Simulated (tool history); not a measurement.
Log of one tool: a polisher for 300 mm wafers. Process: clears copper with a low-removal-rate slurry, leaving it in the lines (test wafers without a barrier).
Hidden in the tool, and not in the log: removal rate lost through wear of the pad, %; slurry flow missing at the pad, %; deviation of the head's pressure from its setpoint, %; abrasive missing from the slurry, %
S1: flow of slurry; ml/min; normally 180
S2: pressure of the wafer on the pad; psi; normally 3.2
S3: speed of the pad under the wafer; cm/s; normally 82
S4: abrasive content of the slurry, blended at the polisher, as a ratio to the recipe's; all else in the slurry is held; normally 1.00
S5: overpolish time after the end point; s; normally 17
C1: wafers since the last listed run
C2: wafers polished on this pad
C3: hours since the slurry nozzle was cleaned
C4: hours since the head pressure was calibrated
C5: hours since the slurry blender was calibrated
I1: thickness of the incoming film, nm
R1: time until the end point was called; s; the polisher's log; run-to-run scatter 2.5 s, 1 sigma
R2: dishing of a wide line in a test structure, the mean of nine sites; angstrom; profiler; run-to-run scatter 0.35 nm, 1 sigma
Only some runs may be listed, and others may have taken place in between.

{"run": 1, "hour": 0.0, "S1": 180, "S2": 3.2, "S3": 82, "S4": 1.0, "S5": 17, "C1": 0, "C2": 606, "C3": 215.1, "C4": 658.4, "C5": 273.9, "I1": 405.6, "R1": 200.6, "R2": 230}
{"hour": 5.3, "done": "worn pad replaced by a new one"}
{"run": 2, "hour": 14.9, "S1": 180, "S2": 3.2, "S3": 82, "S4": 1.0, "S5": 17, "C1": 97, "C2": 85, "C3": 230.0, "C4": 673.3, "C5": 288.8, "I1": 396.6, "R1": 183.5, "R2": 247}
{"run": 3, "hour": 29.2, "S1": 180, "S2": 3.2, "S3": 82, "S4": 1.0, "S5": 17, "C1": 127, "C2": 212, "C3": 244.3, "C4": 687.6, "C5": 303.1, "I1": 405.0, "R1": 188.4, "R2": 245}
{"run": 4, "hour": 44.5, "S1": 180, "S2": 3.2, "S3": 82, "S4": 1.0, "S5": 17, "C1": 136, "C2": 348, "C3": 259.6, "C4": 702.9, "C5": 318.4, "I1": 403.5, "R1": 194.4, "R2": 247}
{"run": 5, "hour": 53.2, "S1": 180, "S2": 3.2, "S3": 82, "S4": 1.0, "S5": 17, "C1": 77, "C2": 425, "C3": 268.3, "C4": 711.6, "C5": 327.1, "I1": 402.2, "R1": 195.9, "R2": 241}
{"run": 6, "hour": 67.0, "S1": 180, "S2": 3.2, "S3": 82, "S4": 1.0, "S5": 17, "C1": 122, "C2": 548, "C3": 282.1, "C4": 725.4, "C5": 340.9, "I1": 403.7, "R1": 197.2, "R2": 238}
{"run": 7, "hour": 73.8, "S1": 180, "S2": 3.2, "S3": 82, "S4": 1.0, "S5": 17, "C1": 60, "C2": 609, "C3": 288.9, "C4": 732.2, "C5": 347.7, "I1": 400.6, "R1": 195.3, "R2": 231}
{"hour": 83.2, "done": "worn pad replaced by a new one"}
{"run": 8, "hour": 86.4, "S1": 180, "S2": 3.2, "S3": 82, "S4": 1.0, "S5": 17, "C1": 76, "C2": 28, "C3": 301.5, "C4": 744.8, "C5": 360.3, "I1": 410.1, "R1": 195.0, "R2": 245}
{"run": 9, "hour": 103.2, "S1": 180, "S2": 3.8, "S3": 82, "S4": 1.0, "S5": 22, "C1": 149, "C2": 178, "C3": 318.3, "C4": 761.6, "C5": 377.1, "I1": 406.2, "R1": 169.0, "R2": 349}
{"hour": 109.7, "done": "head pressure recalibrated"}
{"run": 10, "hour": 118.1, "S1": 180, "S2": 3.8, "S3": 82, "S4": 1.0, "S5": 22, "C1": 114, "C2": 293, "C3": 333.2, "C4": 8.4, "C5": 392.0, "I1": 405.7, "R1": 166.9, "R2": 341}
{"run": 11, "hour": 124.9, "S1": 210, "S2": 3.9, "S3": 108, "S4": 1.0, "S5": 24, "C1": 60, "C2": 353, "C3": 340.0, "C4": 15.2, "C5": 398.8, "I1": 402.3, "R1": 124.0, "R2": 455}
{"run": 12, "hour": 140.6, "S1": 180, "S2": 3.2, "S3": 82, "S4": 1.0, "S5": 17, "C1": 139, "C2": 493, "C3": 355.7, "C4": 30.9, "C5": 414.5, "I1": 410.3, "R1": 200.1, "R2": 242}
{"run": 13, "hour": 147.0, "S1": 150, "S2": 3.2, "S3": 82, "S4": 1.0, "S5": 8, "C1": 56, "C2": 550, "C3": 362.1, "C4": 37.3, "C5": 420.9, "I1": 403.3, "R1": 207.7, "R2": 115}
{"hour": 151.3, "done": "slurry nozzle cleaned"}
{"hour": 163.0, "done": "worn pad replaced by a new one"}
{"run": 14, "hour": 163.5, "S1": 180, "S2": 3.2, "S3": 82, "S4": 1.0, "S5": 17, "C1": 102, "C2": 4, "C3": 12.2, "C4": 53.8, "C5": 437.4, "I1": 398.5, "R1": 184.6, "R2": 251}
{"hour": 174.3, "done": "slurry blender recalibrated"}
{"run": 15, "hour": 174.8, "S1": 120, "S2": 3.2, "S3": 100, "S4": 0.7, "S5": 20, "C1": 82, "C2": 86, "C3": 23.5, "C4": 65.1, "C5": 0.5, "I1": 408.4, "R1": 188.7, "R2": 293}
{"run": 16, "hour": 189.8, "S1": 180, "S2": 3.2, "S3": 82, "S4": 1.0, "S5": 17, "C1": 133, "C2": 220, "C3": 38.5, "C4": 80.1, "C5": 15.5, "I1": 401.8, "R1": 185.1, "R2": 243}
{"run": 17, "hour": 198.2, "S1": 180, "S2": 3.5, "S3": 94, "S4": 1.0, "S5": 20, "C1": 74, "C2": 295, "C3": 46.9, "C4": 88.5, "C5": 23.9, "I1": 409.0, "R1": 158.2, "R2": 331}
{"run": 18, "hour": 206.7, "S1": 130, "S2": 3.7, "S3": 82, "S4": 1.2, "S5": 20, "C1": 75, "C2": 370, "C3": 55.4, "C4": 97.0, "C5": 32.4, "I1": 404.1, "R1": 168.3, "R2": 309}
{"run": 19, "hour": 223.8, "S1": 200, "S2": 3.2, "S3": 60, "S4": 1.0, "S5": 17, "C1": 152, "C2": 523, "C3": 72.5, "C4": 114.1, "C5": 49.5, "I1": 402.6, "R1": 254.8, "R2": 187}
{"run": 20, "hour": 232.9, "S1": 120, "S2": 3.2, "S3": 100, "S4": 1.0, "S5": 17, "C1": 80, "C2": 604, "C3": 81.6, "C4": 123.2, "C5": 58.6, "I1": 412.4, "R1": 187.5, "R2": 255}

Some steps in R1 between neighbouring runs. How much of each would the tool show without its hidden state too (settings, what came in, random variation), and how much is left for the hidden state, with any gauge scatter that isn't in both results?
Run 1 -> 2: worn pad replaced by a new one. R1 -17.1 s: hidden state -16.2, all else -0.9.
Run 7 -> 8: worn pad replaced by a new one. R1 -0.3 s: hidden state -15.3, all else +15.0.
Run 11 -> 12: S1 210 -> 180, S2 3.9 -> 3.2, S3 108 -> 82, S5 24 -> 17. R1 +76.1 s: hidden state +8.0, all else +68.1.
Run 18 -> 19: S1 130 -> 200, S2 3.7 -> 3.2, S3 82 -> 60, S4 1.20 -> 1.00, S5 20 -> 17. R1 +86.5 s: hidden state +11.0, all else +75.5.
